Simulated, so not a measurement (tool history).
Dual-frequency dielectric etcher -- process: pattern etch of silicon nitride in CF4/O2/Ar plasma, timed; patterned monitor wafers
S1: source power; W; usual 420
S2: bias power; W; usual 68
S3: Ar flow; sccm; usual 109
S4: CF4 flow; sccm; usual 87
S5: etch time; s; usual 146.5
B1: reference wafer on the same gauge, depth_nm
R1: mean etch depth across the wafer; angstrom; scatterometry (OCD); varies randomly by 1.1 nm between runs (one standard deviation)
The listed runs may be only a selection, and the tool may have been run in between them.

Run 1, hour 0: usual settings; B1 264. Result: R1 2976 angstrom.
Run 2, hour 9.5: usual settings; B1 264.2. Result: R1 2988 angstrom.
At hour 19.7: CF4 flow controller replaced.
Run 3, hour 21.1: usual settings; B1 264. Result: R1 3002 angstrom.
At hour 22.5: gauge calibrated.
Run 4, hour 29.3: usual settings; B1 264. Result: R1 2991 angstrom.
Run 5, hour 42.3: usual settings; B1 264. Result: R1 2974 angstrom.
At hour 73.6: wet clean of the chamber.
Run 6, hour 74.3: usual settings; B1 264.1. Result: R1 2921 angstrom.
At hour 80.1: bias power generator calibrated.
Run 7, hour 80.6: usual settings but S3 130 sccm, S5 119.5 s; B1 264. Result: R1 2315 angstrom.
At hour 108.6: upper electrode replaced.
Run 8, hour 109.1: usual settings but S3 119 sccm; B1 263.9. Result: R1 2881 angstrom.
Run 9, hour 109.5: usual settings but S1 490 W, S3 85 sccm; B1 264. Result: R1 3479 angstrom.
Run 10, hour 118: usual settings but S1 470 W; B1 264.2. Result: R1 3203 angstrom.
Run 11, hour 134.9: usual settings; B1 264. Result: R1 2922 angstrom.
At hour 148.9: Ar flow controller replaced.
Run 12, hour 149.4: usual settings but S5 134.5 s; B1 264.1. Result: R1 2690 angstrom.
Run 13, hour 160.1: usual settings but S1 380 W; B1 264.4. Result: R1 2689 angstrom.
Run 14, hour 166.2: usual settings; B1 263.7. Result: R1 2935 angstrom.
Run 15, hour 172.7: usual settings but S1 350 W, S2 85 W, S4 66 sccm, S5 183.5 s; B1 263.8. Result: R1 3533 angstrom.
Run 16, hour 181.5: usual settings; B1 263.8. Result: R1 2946 angstrom.
Run 17, hour 188.8: usual settings but S4 67 sccm, S5 177.5 s; B1 263.9. Result: R1 3456 angstrom.
Run 18, hour 196.4: usual settings but S4 96 sccm; B1 263.9. Result: R1 3012 angstrom.
Run 19, hour 226.9: usual settings but S3 117 sccm, S5 105 s; B1 263.8. Result: R1 2103 angstrom.
Run 20, hour 244.7: usual settings but S1 460 W, S2 59 W, S3 133 sccm, S4 76 sccm; B1 264.1. Result: R1 2755 angstrom.
Run 21, hour 278.8: usual settings but S1 370 W, S5 183 s; B1 264.1. Result: R1 3363 angstrom.

Consider 4 possible next runs. They are alternatives, not a sequence: every one starts from the tool as it was left by run 21. What does each give?
Run A, hour 279.3: usual settings; B1 ?. Result: R1 ?.
Run B, hour 279.3: usual settings but S1 490 W, S3 101 sccm, S4 101 sccm, S5 116 s; B1 ?. Result: R1 ?.
Run C, hour 279.3: usual settings but S1 500 W, S5 118.5 s; B1 ?. Result: R1 ?.
Run D, hour 279.3: usual settings but S2 75 W, S3 131 sccm, S4 77 sccm; B1 ?. Result: R1 ?.

run     B1    R1
  A  263.9  2994
  B  263.9  2779
  C  263.9  2799
  D  263.9  3044
Without the tool's hidden state the same runs would have given:
run    R1
  A  2865
  B  2660
  C  2678
  D  2913

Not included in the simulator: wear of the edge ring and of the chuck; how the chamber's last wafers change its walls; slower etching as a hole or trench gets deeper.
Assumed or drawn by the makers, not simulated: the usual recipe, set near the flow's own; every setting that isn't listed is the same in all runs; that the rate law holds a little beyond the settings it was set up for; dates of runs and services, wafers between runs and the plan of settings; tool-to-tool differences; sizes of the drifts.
